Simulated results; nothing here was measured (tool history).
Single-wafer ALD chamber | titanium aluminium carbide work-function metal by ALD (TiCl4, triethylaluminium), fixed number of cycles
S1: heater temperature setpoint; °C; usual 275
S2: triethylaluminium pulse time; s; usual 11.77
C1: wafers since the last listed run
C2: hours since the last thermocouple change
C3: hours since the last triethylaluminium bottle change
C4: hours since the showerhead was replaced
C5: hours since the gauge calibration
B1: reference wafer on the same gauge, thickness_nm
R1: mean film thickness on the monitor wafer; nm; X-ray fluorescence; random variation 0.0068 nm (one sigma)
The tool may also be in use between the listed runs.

run,hour,S1,S2,C1,C2,C3,C4,C5,B1,R1
1,0.0,279,9.74,0,1067.0,645.6,4793.3,30.7,1.992,1.856
2,13.9,279,9.74,193,1080.9,659.5,4807.2,44.6,1.994,1.858
3,80.3,286,11.77,922,1147.3,725.9,4873.6,111.0,1.990,1.950
4,96.7,275,13.49,227,1163.7,742.3,4890.0,127.4,1.992,1.891
5,116.8,264,11.77,279,1183.8,762.4,4910.1,147.5,1.991,1.790
6,141.9,264,11.77,348,1208.9,787.5,4935.2,172.6,1.988,1.771
7,154.1,275,11.77,169,1221.1,799.7,4947.4,184.8,1.990,1.870
8,180.7,275,11.77,369,1247.7,826.3,4974.0,211.4,1.989,1.865
9,196.5,265,15.23,219,1263.5,842.1,4989.8,227.2,1.992,1.830
10,209.7,265,15.23,183,1276.7,855.3,5003.0,240.4,1.988,1.821
11,231.1,265,15.23,297,1298.1,876.7,5024.4,261.8,1.992,1.827
12,260.3,275,11.77,405,1327.3,905.9,5053.6,291.0,1.992,1.838
# hour 268.5: thermocouple changed; heater temperature recalibrated
13,279.5,275,11.77,155,11.0,925.1,5072.8,310.2,1.990,1.844
14,295.8,288,13.19,226,27.3,941.4,5089.1,326.5,1.989,1.978
# hour 298.7: gauge calibrated
15,330.1,275,11.77,476,61.6,975.7,5123.4,31.4,1.990,1.848
# hour 348.9: triethylaluminium bottle replaced
16,358.9,280,13.15,289,90.4,10.0,5152.2,60.2,1.987,1.947
17,375.4,275,13.72,229,106.9,26.5,5168.7,76.7,1.990,1.925
18,410.3,264,11.77,484,141.8,61.4,5203.6,111.6,1.992,1.798
# hour 431.8: showerhead replaced, of another model than before
19,437.0,275,14.67,259,168.5,88.1,5.2,138.3,1.989,1.923

Run 20 comes next. What will it give?
20,453.0,285,15.95,222,184.5,104.1,21.2,154.3,?,?

{"run 20": {"B1": 1.989, "R1": 1.999}}
Without the tool's hidden state the same run would have given R1 2.000 nm.
